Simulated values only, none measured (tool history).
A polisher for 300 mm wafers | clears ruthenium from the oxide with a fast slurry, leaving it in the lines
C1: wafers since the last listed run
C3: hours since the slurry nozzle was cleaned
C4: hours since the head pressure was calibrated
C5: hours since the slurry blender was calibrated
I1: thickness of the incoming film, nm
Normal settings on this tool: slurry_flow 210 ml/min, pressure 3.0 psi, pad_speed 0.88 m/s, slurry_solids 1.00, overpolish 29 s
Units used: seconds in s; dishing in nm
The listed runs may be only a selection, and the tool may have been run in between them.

{"run": 1, "day": 0.0, "slurry_flow": 210, "pressure": 3.0, "pad_speed": 0.88, "slurry_solids": 1.15, "overpolish": 29, "C1": 0, "wafers polished on this pad": 697, "C3": 179.3, "C4": 831.8, "C5": 87.9, "I1": 270.4, "seconds": 55.7, "dishing": 81.5}
{"run": 2, "day": 1.438, "slurry_flow": 155, "pressure": 3.0, "pad_speed": 0.88, "slurry_solids": 1.0, "overpolish": 29, "C1": 275, "wafers polished on this pad": 972, "C3": 213.8, "C4": 866.3, "C5": 122.4, "I1": 264.9, "seconds": 62.3, "dishing": 77.4}
{"run": 3, "day": 2.562, "slurry_flow": 155, "pressure": 3.0, "pad_speed": 0.88, "slurry_solids": 1.0, "overpolish": 29, "C1": 215, "wafers polished on this pad": 1188, "C3": 240.8, "C4": 893.3, "C5": 149.4, "I1": 271.9, "seconds": 63.0, "dishing": 76.5}
{"run": 4, "day": 4.008, "slurry_flow": 210, "pressure": 3.0, "pad_speed": 0.88, "slurry_solids": 1.0, "overpolish": 29, "C1": 276, "wafers polished on this pad": 1465, "C3": 275.5, "C4": 928.0, "C5": 184.1, "I1": 268.1, "seconds": 58.9, "dishing": 80.3}
{"run": 5, "day": 4.725, "slurry_flow": 210, "pressure": 3.0, "pad_speed": 0.88, "slurry_solids": 1.0, "overpolish": 29, "C1": 137, "wafers polished on this pad": 1602, "C3": 292.7, "C4": 945.2, "C5": 201.3, "I1": 269.5, "seconds": 59.0, "dishing": 80.0}
{"day": 5.2, "done": "worn pad replaced by a new one"}
{"run": 6, "day": 6.104, "slurry_flow": 210, "pressure": 3.0, "pad_speed": 0.88, "slurry_solids": 1.0, "overpolish": 29, "C1": 232, "wafers polished on this pad": 173, "C3": 325.8, "C4": 978.3, "C5": 234.4, "I1": 268.6, "seconds": 59.4, "dishing": 77.5}
{"run": 7, "day": 7.354, "slurry_flow": 210, "pressure": 3.0, "pad_speed": 0.88, "slurry_solids": 1.0, "overpolish": 29, "C1": 239, "wafers polished on this pad": 412, "C3": 355.8, "C4": 1008.3, "C5": 264.4, "I1": 270.5, "seconds": 60.9, "dishing": 79.0}
{"day": 7.588, "done": "slurry blender recalibrated"}
{"run": 8, "day": 8.283, "slurry_flow": 210, "pressure": 2.7, "pad_speed": 0.88, "slurry_solids": 1.0, "overpolish": 29, "C1": 162, "wafers polished on this pad": 574, "C3": 378.1, "C4": 1030.6, "C5": 16.7, "I1": 270.9, "seconds": 64.8, "dishing": 77.7}
{"run": 9, "day": 8.95, "slurry_flow": 210, "pressure": 2.7, "pad_speed": 0.88, "slurry_solids": 1.0, "overpolish": 29, "C1": 127, "wafers polished on this pad": 702, "C3": 394.1, "C4": 1046.6, "C5": 32.7, "I1": 269.1, "seconds": 65.9, "dishing": 74.7}
{"day": 9.554, "done": "head pressure recalibrated"}
{"run": 10, "day": 10.017, "slurry_flow": 210, "pressure": 3.0, "pad_speed": 0.88, "slurry_solids": 1.0, "overpolish": 29, "C1": 188, "wafers polished on this pad": 890, "C3": 419.7, "C4": 11.1, "C5": 58.3, "I1": 270.6, "seconds": 64.3, "dishing": 71.6}
{"run": 11, "day": 10.583, "slurry_flow": 210, "pressure": 3.0, "pad_speed": 0.88, "slurry_solids": 1.0, "overpolish": 29, "C1": 108, "wafers polished on this pad": 999, "C3": 433.3, "C4": 24.7, "C5": 71.9, "I1": 270.2, "seconds": 64.2, "dishing": 72.7}
{"run": 12, "day": 11.671, "slurry_flow": 210, "pressure": 3.0, "pad_speed": 0.88, "slurry_solids": 1.1, "overpolish": 29, "C1": 208, "wafers polished on this pad": 1207, "C3": 459.4, "C4": 50.8, "C5": 98.0, "I1": 267.5, "seconds": 62.6, "dishing": 75.2}
{"day": 12.3, "done": "slurry nozzle cleaned"}
{"run": 13, "day": 12.867, "slurry_flow": 210, "pressure": 3.0, "pad_speed": 0.88, "slurry_solids": 1.0, "overpolish": 29, "C1": 221, "wafers polished on this pad": 1428, "C3": 13.6, "C4": 79.5, "C5": 126.7, "I1": 271.7, "seconds": 58.5, "dishing": 77.1}
{"run": 14, "day": 13.567, "slurry_flow": 155, "pressure": 3.0, "pad_speed": 0.88, "slurry_solids": 1.0, "overpolish": 29, "C1": 134, "wafers polished on this pad": 1562, "C3": 30.4, "C4": 96.3, "C5": 143.5, "I1": 266.4, "seconds": 60.1, "dishing": 75.1}
{"run": 15, "day": 14.204, "slurry_flow": 210, "pressure": 3.0, "pad_speed": 0.88, "slurry_solids": 1.0, "overpolish": 29, "C1": 122, "wafers polished on this pad": 1684, "C3": 45.7, "C4": 111.6, "C5": 158.8, "I1": 269.4, "seconds": 57.3, "dishing": 78.1}
{"day": 15.446, "done": "worn pad replaced by a new one"}
{"run": 16, "day": 15.683, "slurry_flow": 150, "pressure": 2.4, "pad_speed": 0.88, "slurry_solids": 0.7, "overpolish": 43, "C1": 251, "wafers polished on this pad": 45, "C3": 81.2, "C4": 147.1, "C5": 194.3, "I1": 268.7, "seconds": 79.4, "dishing": 86.4}
{"run": 17, "day": 16.321, "slurry_flow": 230, "pressure": 3.0, "pad_speed": 0.88, "slurry_solids": 1.0, "overpolish": 29, "C1": 122, "wafers polished on this pad": 167, "C3": 96.5, "C4": 162.4, "C5": 209.6, "I1": 275.0, "seconds": 57.7, "dishing": 77.6}
{"run": 18, "day": 17.638, "slurry_flow": 145, "pressure": 3.0, "pad_speed": 0.98, "slurry_solids": 0.9, "overpolish": 36, "C1": 252, "wafers polished on this pad": 419, "C3": 128.1, "C4": 194.0, "C5": 241.2, "I1": 266.6, "seconds": 58.1, "dishing": 88.8}
{"day": 18.417, "done": "slurry blender recalibrated"}
{"run": 19, "day": 18.538, "slurry_flow": 210, "pressure": 3.0, "pad_speed": 1.06, "slurry_solids": 1.0, "overpolish": 29, "C1": 156, "wafers polished on this pad": 575, "C3": 149.7, "C4": 215.6, "C5": 2.9, "I1": 271.2, "seconds": 48.9, "dishing": 87.5}
{"run": 20, "day": 22.721, "slurry_flow": 235, "pressure": 2.7, "pad_speed": 1.14, "slurry_solids": 0.7, "overpolish": 29, "C1": 801, "wafers polished on this pad": 1377, "C3": 250.1, "C4": 316.0, "C5": 103.3, "I1": 270.6, "seconds": 55.5, "dishing": 80.7}
{"day": 24.433, "done": "worn pad replaced by a new one"}
{"run": 21, "day": 25.221, "slurry_flow": 210, "pressure": 3.0, "pad_speed": 0.72, "slurry_solids": 1.0, "overpolish": 29, "C1": 446, "wafers polished on this pad": 151, "C3": 310.1, "C4": 376.0, "C5": 163.3, "I1": 270.7, "seconds": 69.0, "dishing": 72.2}
{"run": 22, "day": 26.433, "slurry_flow": 260, "pressure": 2.2, "pad_speed": 0.68, "slurry_solids": 1.0, "overpolish": 29, "C1": 232, "wafers polished on this pad": 383, "C3": 339.2, "C4": 405.1, "C5": 192.4, "I1": 265.1, "seconds": 84.4, "dishing": 61.5}
{"run": 23, "day": 27.729, "slurry_flow": 210, "pressure": 2.5, "pad_speed": 0.88, "slurry_solids": 0.75, "overpolish": 29, "C1": 248, "wafers polished on this pad": 631, "C3": 370.3, "C4": 436.2, "C5": 223.5, "I1": 269.4, "seconds": 72.1, "dishing": 68.1}
{"run": 24, "day": 28.508, "slurry_flow": 210, "pressure": 3.0, "pad_speed": 0.88, "slurry_solids": 1.0, "overpolish": 29, "C1": 149, "wafers polished on this pad": 780, "C3": 389.0, "C4": 454.9, "C5": 242.2, "I1": 269.7, "seconds": 58.1, "dishing": 82.7}
{"day": 28.954, "done": "slurry blender recalibrated"}
{"run": 25, "day": 29.35, "slurry_flow": 210, "pressure": 3.0, "pad_speed": 0.88, "slurry_solids": 1.0, "overpolish": 29, "C1": 145, "wafers polished on this pad": 926, "C3": 409.2, "C4": 475.1, "C5": 9.5, "I1": 270.8, "seconds": 59.0, "dishing": 74.5}
{"run": 26, "day": 30.229, "slurry_flow": 155, "pressure": 3.6, "pad_speed": 1.06, "slurry_solids": 0.8, "overpolish": 29, "C1": 168, "wafers polished on this pad": 1094, "C3": 430.3, "C4": 496.2, "C5": 30.6, "I1": 274.1, "seconds": 53.2, "dishing": 84.9}
{"day": 32.808, "done": "worn pad replaced by a new one"}
{"run": 27, "day": 33.358, "slurry_flow": 210, "pressure": 4.0, "pad_speed": 0.96, "slurry_solids": 1.0, "overpolish": 20, "C1": 567, "wafers polished on this pad": 105, "C3": 505.4, "C4": 571.3, "C5": 105.7, "I1": 270.3, "seconds": 46.7, "dishing": 71.7}
{"day": 34.562, "done": "slurry nozzle cleaned"}
{"run": 28, "day": 34.692, "slurry_flow": 235, "pressure": 3.0, "pad_speed": 0.88, "slurry_solids": 0.9, "overpolish": 29, "C1": 247, "wafers polished on this pad": 352, "C3": 3.1, "C4": 603.3, "C5": 137.7, "I1": 272.4, "seconds": 57.1, "dishing": 80.9}
{"run": 29, "day": 38.354, "slurry_flow": 145, "pressure": 3.6, "pad_speed": 0.88, "slurry_solids": 1.15, "overpolish": 39, "C1": 701, "wafers polished on this pad": 1054, "C3": 91.0, "C4": 691.2, "C5": 225.6, "I1": 270.6, "seconds": 50.4, "dishing": 103.1}

What would each run have given without the hidden state, its run-to-run variation left as it was?
Hidden conditions of the tool in this case: removal rate lost through wear of the pad, %; slurry flow missing at the pad, %; deviation of the head's pressure from its setpoint, %; abrasive missing from the slurry, %.
run=1 seconds=56.7 dishing=80.6
run=2 seconds=61.9 dishing=77.7
run=3 seconds=62.2 dishing=77.2
run=4 seconds=58.9 dishing=80.3
run=5 seconds=58.7 dishing=80.2
run=6 seconds=58.7 dishing=78.2
run=7 seconds=59.7 dishing=80.1
run=8 seconds=63.1 dishing=79.1
run=9 seconds=63.8 dishing=76.4
run=10 seconds=58.6 dishing=76.2
run=11 seconds=58.3 dishing=77.5
run=12 seconds=56.6 dishing=80.3
run=13 seconds=59.8 dishing=76.0
run=14 seconds=61.4 dishing=74.0
run=15 seconds=58.6 dishing=76.9
run=16 seconds=81.1 dishing=85.3
run=17 seconds=59.2 dishing=76.3
run=18 seconds=59.0 dishing=88.0
run=19 seconds=50.1 dishing=86.2
run=20 seconds=56.7 dishing=79.6
run=21 seconds=69.7 dishing=71.7
run=22 seconds=85.8 dishing=60.7
run=23 seconds=72.2 dishing=68.1
run=24 seconds=57.9 dishing=82.8
run=25 seconds=58.6 dishing=74.8
run=26 seconds=51.2 dishing=86.8
run=27 seconds=45.3 dishing=73.2
run=28 seconds=60.9 dishing=77.6
run=29 seconds=52.9 dishing=100.6

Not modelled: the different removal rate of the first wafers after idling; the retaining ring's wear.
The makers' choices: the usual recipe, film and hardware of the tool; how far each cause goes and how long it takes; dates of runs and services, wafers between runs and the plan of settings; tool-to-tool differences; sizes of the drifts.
